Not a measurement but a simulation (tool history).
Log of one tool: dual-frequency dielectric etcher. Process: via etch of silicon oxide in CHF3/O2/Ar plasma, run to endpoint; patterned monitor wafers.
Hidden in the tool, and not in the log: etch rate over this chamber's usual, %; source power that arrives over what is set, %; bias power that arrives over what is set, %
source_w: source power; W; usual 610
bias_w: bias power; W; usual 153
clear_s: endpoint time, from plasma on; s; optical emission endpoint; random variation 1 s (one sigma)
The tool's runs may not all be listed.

run	hour	source_w	bias_w	wafers since the last listed run	hours since the last wet clean	hours since the last source power generator calibration	hours since the last bias power generator calibration	hours since the last upper electrode change	incoming incoming film thickness, nm	clear_s
1	0.0	610	153	0	342.6	3167.0	1863.8	1549.5	628.9	343.1
# hour 273.2: wet clean of the chamber
2	276.4	610	153	1233	3.2	3443.4	2140.2	1825.9	638.5	334.3
3	361.7	610	153	416	88.5	3528.7	2225.5	1911.2	633.4	336.4
4	442.8	610	153	396	169.6	3609.8	2306.6	1992.3	636.0	337.0
# hour 558.4: upper electrode replaced
5	558.9	610	153	450	285.7	3725.9	2422.7	0.5	625.8	335.2
6	627.2	610	153	333	354.0	3794.2	2491.0	68.8	630.5	338.7
7	699.6	610	153	353	426.4	3866.6	2563.4	141.2	634.4	344.7
# hour 735.9: source power generator calibrated
# hour 798.6: wet clean of the chamber
8	799.1	610	153	349	0.5	63.2	2662.9	240.7	632.7	331.6
9	837.7	610	153	188	39.1	101.8	2701.5	279.3	629.3	332.2
# hour 892.8: bias power generator calibrated
10	907.1	610	153	319	108.5	171.2	14.3	348.7	630.3	337.0
11	972.0	610	153	317	173.4	236.1	79.2	413.6	627.0	337.5
12	1068.0	710	141	469	269.4	332.1	175.2	509.6	629.2	319.8
13	1105.2	570	181	181	306.6	369.3	212.4	546.8	628.1	338.3
14	1150.7	560	135	222	352.1	414.8	257.9	592.3	628.6	376.0
15	1211.5	750	179	297	412.9	475.6	318.7	653.1	631.8	290.7
16	1284.0	670	138	354	485.4	548.1	391.2	725.6	633.1	339.3
17	1354.1	610	153	342	555.5	618.2	461.3	795.7	634.0	349.7
# hour 1433.6: wet clean of the chamber
18	1442.5	550	128	314	8.9	706.6	549.7	884.1	630.0	376.3
19	1501.0	570	153	285	67.4	765.1	608.2	942.6	632.8	351.2
20	1538.1	610	153	181	104.5	802.2	645.3	979.7	634.5	338.1
21	1641.4	690	165	504	207.8	905.5	748.6	1083.0	638.1	311.3
22	1703.2	610	122	302	269.6	967.3	810.4	1144.8	627.0	362.1

Some steps in clear_s between neighbouring runs. How much of each would the tool show without its hidden state too (settings, what came in, random variation), and how much is left for the hidden state, with any gauge scatter that isn't in both results?
Run 1 -> 2: wet clean of the chamber. clear_s -8.8 s: hidden state -13.3, all else +4.5.
Run 14 -> 15: source_w 560 -> 750, bias_w 135 -> 179. clear_s -85.3 s: hidden state -0.5, all else -84.8.
Run 17 -> 18: source_w 610 -> 550, bias_w 153 -> 128, wet clean of the chamber. clear_s +26.6 s: hidden state -15.2, all else +41.8.
Run 21 -> 22: source_w 690 -> 610, bias_w 165 -> 122. clear_s +50.8 s: hidden state +1.8, all else +49.0.
